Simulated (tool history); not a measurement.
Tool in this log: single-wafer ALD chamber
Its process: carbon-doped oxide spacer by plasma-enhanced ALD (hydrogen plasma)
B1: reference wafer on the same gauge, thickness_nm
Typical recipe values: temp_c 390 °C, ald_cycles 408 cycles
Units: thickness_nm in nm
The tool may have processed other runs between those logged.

Run 1, hour 0.0: usual settings; B1 23.151. Result: thickness_nm 20.779 nm.
Run 2, hour 41.7: usual settings; B1 23.163. Result: thickness_nm 20.891 nm.
Run 3, hour 128.4: usual settings; B1 23.101. Result: thickness_nm 20.889 nm.
Run 4, hour 172.3: usual settings but temp_c 399 °C; B1 23.081. Result: thickness_nm 20.727 nm.
Run 5, hour 246.8: usual settings but temp_c 383 °C, ald_cycles 382 cycles; B1 23.052. Result: thickness_nm 19.444 nm.
Run 6, hour 297.9: usual settings but temp_c 383 °C, ald_cycles 382 cycles; B1 23.029. Result: thickness_nm 19.360 nm.
Run 7, hour 364.3: usual settings but temp_c 383 °C, ald_cycles 382 cycles; B1 22.975. Result: thickness_nm 19.391 nm.
Run 8, hour 452.2: usual settings but temp_c 382 °C, ald_cycles 349 cycles; B1 22.928. Result: thickness_nm 17.661 nm.
Run 9, hour 541.1: usual settings but temp_c 382 °C, ald_cycles 349 cycles; B1 22.878. Result: thickness_nm 17.629 nm.
Run 10, hour 628.4: usual settings but temp_c 381 °C, ald_cycles 335 cycles; B1 22.805. Result: thickness_nm 16.882 nm.
Run 11, hour 688.0: usual settings; B1 22.771. Result: thickness_nm 20.488 nm.
At hour 710.1: gauge calibrated.
Run 12, hour 750.7: usual settings but temp_c 377 °C; B1 23.388. Result: thickness_nm 21.100 nm.
At hour 815.6: thermocouple changed; heater temperature recalibrated.
Run 13, hour 816.1: usual settings but ald_cycles 445 cycles; B1 23.409. Result: thickness_nm 22.957 nm.
Run 14, hour 894.0: usual settings but temp_c 398 °C, ald_cycles 332 cycles; B1 23.389. Result: thickness_nm 17.200 nm.
Run 15, hour 946.1: usual settings but temp_c 384 °C, ald_cycles 467 cycles; B1 23.400. Result: thickness_nm 24.001 nm.
Run 16, hour 1021.2: usual settings but temp_c 379 °C; B1 23.402. Result: thickness_nm 20.993 nm.
Run 17, hour 1067.9: usual settings; B1 23.363. Result: thickness_nm 21.103 nm.

Run 18 comes next. What will it give?
Run 18, hour 1173.2: usual settings but ald_cycles 373 cycles; B1 ?. Result: thickness_nm ?.

Run 18 gave B1 23.368, thickness_nm 19.200 nm.
Without the tool's hidden state the same run would have given thickness_nm 19.156 nm.

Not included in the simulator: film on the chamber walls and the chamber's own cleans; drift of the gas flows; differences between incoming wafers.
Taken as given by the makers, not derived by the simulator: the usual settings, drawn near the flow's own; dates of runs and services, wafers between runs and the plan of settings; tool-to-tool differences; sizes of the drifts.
